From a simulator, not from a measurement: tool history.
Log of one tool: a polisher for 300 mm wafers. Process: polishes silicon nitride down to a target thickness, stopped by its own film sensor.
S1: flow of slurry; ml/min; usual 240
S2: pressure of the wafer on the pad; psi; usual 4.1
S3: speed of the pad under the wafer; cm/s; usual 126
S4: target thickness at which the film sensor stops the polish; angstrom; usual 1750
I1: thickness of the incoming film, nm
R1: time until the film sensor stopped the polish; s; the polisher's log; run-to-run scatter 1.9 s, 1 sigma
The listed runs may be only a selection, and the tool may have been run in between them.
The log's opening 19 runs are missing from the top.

run 20 hour=395.1 | S1=240 S2=3.7 S3=126 S4=2130 | I1=430.3 | R1=123.8
-- hour=465 worn pad replaced by a new one
run 21 hour=473 | S1=240 S2=4.1 S3=126 S4=1750 | I1=422.5 | R1=132.4
run 22 hour=489.3 | S1=240 S2=5.1 S3=126 S4=1360 | I1=430.8 | R1=129.5
run 23 hour=511.2 | S1=240 S2=5.2 S3=126 S4=1750 | I1=425.6 | R1=109.2
run 24 hour=545 | S1=240 S2=4.1 S3=86 S4=2440 | I1=432.8 | R1=122.1
run 25 hour=564.2 | S1=320 S2=4.5 S3=144 S4=2520 | I1=425.9 | R1=78.5
run 26 hour=598.7 | S1=240 S2=4.6 S3=108 S4=1750 | I1=430.7 | R1=139.3
run 27 hour=617 | S1=170 S2=4.9 S3=96 S4=1140 | I1=430.3 | R1=181.7
run 28 hour=642.3 | S1=240 S2=4.1 S3=126 S4=1340 | I1=421.7 | R1=154.3
-- hour=655.7 worn pad replaced by a new one
run 29 hour=662.2 | S1=285 S2=4.1 S3=126 S4=2620 | I1=434.1 | R1=86.5
run 30 hour=697 | S1=240 S2=4.1 S3=126 S4=870 | I1=424.1 | R1=179.3
run 31 hour=717.1 | S1=240 S2=5 S3=162 S4=1750 | I1=423.6 | R1=95.2
run 32 hour=751.4 | S1=240 S2=4.1 S3=126 S4=1750 | I1=424.7 | R1=132.9
run 33 hour=775.3 | S1=240 S2=4.1 S3=126 S4=870 | I1=425.2 | R1=179.8
run 34 hour=809.1 | S1=240 S2=4.1 S3=126 S4=1410 | I1=422.7 | R1=151.1
run 35 hour=843.1 | S1=305 S2=4.1 S3=92 S4=1750 | I1=429.1 | R1=163.7
-- hour=869.8 worn pad replaced by a new one
run 36 hour=877 | S1=300 S2=2.9 S3=142 S4=1170 | I1=427.4 | R1=184.2

Each row is a separate what-if for the run after 36, all from the same tool condition, not one after another. Results?
run A hour=877.5 | S1=240 S2=4.1 S3=162 S4=1750 | I1=430.2 | R1=?
run B hour=877.5 | S1=240 S2=4.1 S3=106 S4=1750 | I1=430.2 | R1=?
run C hour=877.5 | S1=315 S2=4.8 S3=126 S4=1520 | I1=430.2 | R1=?
run D hour=877.5 | S1=240 S2=3.5 S3=112 S4=1200 | I1=430.2 | R1=?
run E hour=877.5 | S1=240 S2=4.1 S3=126 S4=1310 | I1=430.2 | R1=?

run=A R1=111.9
run=B R1=144.8
run=C R1=123.7
run=D R1=190.8
run=E R1=153.3
Stripped of hidden state, with their random variation kept, the same runs would have yielded:
run=A R1=111.4
run=B R1=144.2
run=C R1=123.2
run=D R1=190
run=E R1=152.7
